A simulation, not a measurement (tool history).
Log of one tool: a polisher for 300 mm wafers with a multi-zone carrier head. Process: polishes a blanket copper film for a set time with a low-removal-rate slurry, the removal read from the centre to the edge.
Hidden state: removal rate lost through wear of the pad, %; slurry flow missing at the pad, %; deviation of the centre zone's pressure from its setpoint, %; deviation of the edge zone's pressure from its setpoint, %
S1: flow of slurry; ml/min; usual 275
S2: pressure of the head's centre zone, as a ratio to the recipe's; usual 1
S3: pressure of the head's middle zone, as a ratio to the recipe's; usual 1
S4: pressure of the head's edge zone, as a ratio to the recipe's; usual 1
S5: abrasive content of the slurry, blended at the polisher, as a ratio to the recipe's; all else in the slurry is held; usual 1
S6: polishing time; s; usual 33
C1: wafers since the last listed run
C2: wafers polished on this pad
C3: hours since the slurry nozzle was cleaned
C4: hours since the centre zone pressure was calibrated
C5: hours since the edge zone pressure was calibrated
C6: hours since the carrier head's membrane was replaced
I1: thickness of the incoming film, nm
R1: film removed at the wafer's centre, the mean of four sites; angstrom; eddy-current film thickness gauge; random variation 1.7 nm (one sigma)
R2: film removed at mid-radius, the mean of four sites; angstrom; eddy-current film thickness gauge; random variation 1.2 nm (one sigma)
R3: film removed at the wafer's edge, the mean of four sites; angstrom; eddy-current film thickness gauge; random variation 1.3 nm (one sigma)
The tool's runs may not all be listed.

| run | hour | S1 | S2 | S3 | S4 | S5 | S6 | C1 | C2 | C3 | C4 | C5 | C6 | I1 | R1 | R2 | R3 |
|---|---|---|---|---|---|---|---|---|---|---|---|---|---|---|---|---|---|
| 1 | 0 | 275 | 1 | 1 | 1 | 1 | 33 | 0 | 1428 | 415.4 | 151.3 | 11 | 603.8 | 887.4 | 1157 | 1137 | 1132 |
|  | 55.4 | slurry nozzle cleaned |
| 2 | 55.9 | 275 | 1 | 1 | 1 | 1 | 33 | 610 | 2038 | 0.5 | 207.2 | 66.9 | 659.7 | 869.4 | 1109 | 1078 | 1085 |
|  | 70.8 | worn pad replaced by a new one |
| 3 | 112.4 | 275 | 1 | 1 | 1 | 1.2 | 33 | 583 | 462 | 57 | 263.7 | 123.4 | 716.2 | 884 | 1227 | 1232 | 1242 |
| 4 | 173.2 | 275 | 1 | 1 | 1 | 1.2 | 33 | 675 | 1137 | 117.8 | 324.5 | 184.2 | 777 | 868.2 | 1200 | 1190 | 1193 |
| 5 | 209.2 | 215 | 1.07 | 1 | 1 | 1 | 33 | 400 | 1537 | 153.8 | 360.5 | 220.2 | 813 | 887.1 | 1199 | 1074 | 1090 |
|  | 243.1 | centre zone pressure recalibrated |
|  | 250.2 | worn pad replaced by a new one |
| 6 | 250.7 | 215 | 1.07 | 1 | 1 | 1 | 33 | 394 | 5 | 195.3 | 7.6 | 261.7 | 854.5 | 879.2 | 1213 | 1134 | 1162 |
| 7 | 315.1 | 215 | 1.07 | 1 | 1 | 1 | 33 | 715 | 720 | 259.7 | 72 | 326.1 | 918.9 | 884.7 | 1224 | 1129 | 1159 |
| 8 | 349.2 | 275 | 0.95 | 1 | 1 | 1 | 33 | 378 | 1099 | 293.8 | 106.1 | 360.2 | 953 | 890 | 1121 | 1147 | 1132 |
|  | 388.9 | carrier head's membrane replaced by a new one |
| 9 | 395.2 | 275 | 1.07 | 1 | 1 | 1.2 | 33 | 455 | 1555 | 339.8 | 152.1 | 406.2 | 6.3 | 871.8 | 1261 | 1154 | 1171 |
|  | 476.8 | worn pad replaced by a new one |
| 10 | 490.6 | 245 | 0.9 | 1.1 | 1 | 1 | 33 | 1015 | 152 | 435.2 | 247.5 | 501.6 | 101.7 | 888.5 | 1112 | 1251 | 1162 |
| 11 | 554.8 | 275 | 1 | 1 | 1 | 1.3 | 33 | 713 | 866 | 499.4 | 311.7 | 565.8 | 165.9 | 883.4 | 1263 | 1219 | 1240 |
|  | 565.7 | edge zone pressure recalibrated |
|  | 599.9 | slurry nozzle cleaned |
| 12 | 602.1 | 275 | 1 | 1 | 1 | 1 | 33 | 492 | 1358 | 2.2 | 359 | 36.4 | 213.2 | 864.6 | 1159 | 1133 | 1133 |
| 13 | 627.1 | 275 | 1 | 1 | 1 | 1 | 33 | 277 | 1636 | 27.2 | 384 | 61.4 | 238.2 | 888.5 | 1131 | 1105 | 1111 |
|  | 640.6 | centre zone pressure recalibrated |
| 14 | 666.4 | 275 | 1 | 1 | 1.06 | 1 | 33 | 414 | 2050 | 66.5 | 25.8 | 100.7 | 277.5 | 884.5 | 1089 | 1078 | 1124 |
|  | 696.7 | worn pad replaced by a new one |
| 15 | 816 | 275 | 1.04 | 1 | 1.05 | 1 | 33 | 1617 | 1325 | 216.1 | 175.4 | 250.3 | 427.1 | 872.4 | 1195 | 1120 | 1185 |
| 16 | 861.1 | 300 | 1.1 | 0.95 | 0.88 | 1 | 33 | 501 | 1827 | 261.2 | 220.5 | 295.4 | 472.2 | 880.9 | 1200 | 1069 | 1064 |
|  | 884.8 | worn pad replaced by a new one |
| 17 | 898.1 | 325 | 1 | 1 | 1 | 1 | 33 | 366 | 147 | 298.2 | 257.5 | 332.4 | 509.2 | 870 | 1212 | 1212 | 1194 |
| 18 | 947.1 | 275 | 1 | 1 | 1 | 1 | 33 | 544 | 692 | 347.2 | 306.5 | 381.4 | 558.2 | 893.9 | 1184 | 1149 | 1179 |
| 19 | 986.4 | 275 | 1 | 1.11 | 1 | 1 | 33 | 436 | 1128 | 386.5 | 345.8 | 420.7 | 597.5 | 859.8 | 1149 | 1267 | 1155 |

How the hidden state differs across the entries between the runs, from the last listed run before each to the first after it:
Between runs 1 and 2: slurry nozzle cleaned (hour 55.4)
  removal rate lost through wear of the pad, %: 3.82 -> 7.58
  measured less the result without the state, R1: -46 -> -91 angstrom; R2: -46 -> -89 angstrom; R3: -45 -> -89 angstrom
Between runs 2 and 3: worn pad replaced by a new one (hour 70.8)
  removal rate lost through wear of the pad, %: 7.58 -> 1.75
  measured less the result without the state, R1: -91 -> -22 angstrom; R2: -89 -> -22 angstrom; R3: -89 -> -22 angstrom
Between runs 5 and 6: centre zone pressure recalibrated (hour 243.1); worn pad replaced by a new one (hour 250.2)
  removal rate lost through wear of the pad, %: 5.44 -> 0.927
  measured less the result without the state, R1: -69 -> -11 angstrom; R2: -62 -> -11 angstrom; R3: -63 -> -11 angstrom
Between runs 8 and 9: carrier head's membrane replaced by a new one (hour 388.9)
  removal rate lost through wear of the pad, %: 3 -> 5.38
  measured less the result without the state, R1: -34 -> -71 angstrom; R2: -36 -> -66 angstrom; R3: -35 -> -66 angstrom
Between runs 9 and 10: worn pad replaced by a new one (hour 476.8)
  removal rate lost through wear of the pad, %: 5.38 -> 1.14
  measured less the result without the state, R1: -71 -> -13 angstrom; R2: -66 -> -14 angstrom; R3: -66 -> -13 angstrom
Between runs 11 and 12: edge zone pressure recalibrated (hour 565.7); slurry nozzle cleaned (hour 599.9)
  removal rate lost through wear of the pad, %: 2.39 -> 4.43
  measured less the result without the state, R1: -31 -> -54 angstrom; R2: -30 -> -52 angstrom; R3: -31 -> -53 angstrom
Between runs 13 and 14: centre zone pressure recalibrated (hour 640.6)
  removal rate lost through wear of the pad, %: 5.89 -> 8.72
  measured less the result without the state, R1: -71 -> -104 angstrom; R2: -69 -> -103 angstrom; R3: -69 -> -108 angstrom
Between runs 14 and 15: worn pad replaced by a new one (hour 696.7)
  removal rate lost through wear of the pad, %: 8.72 -> 3.5
  measured less the result without the state, R1: -104 -> -43 angstrom; R2: -103 -> -40 angstrom; R3: -108 -> -43 angstrom
Between runs 16 and 17: worn pad replaced by a new one (hour 884.8)
  removal rate lost through wear of the pad, %: 6.21 -> 1.26
  measured less the result without the state, R1: -79 -> -16 angstrom; R2: -71 -> -15 angstrom; R3: -70 -> -16 angstrom
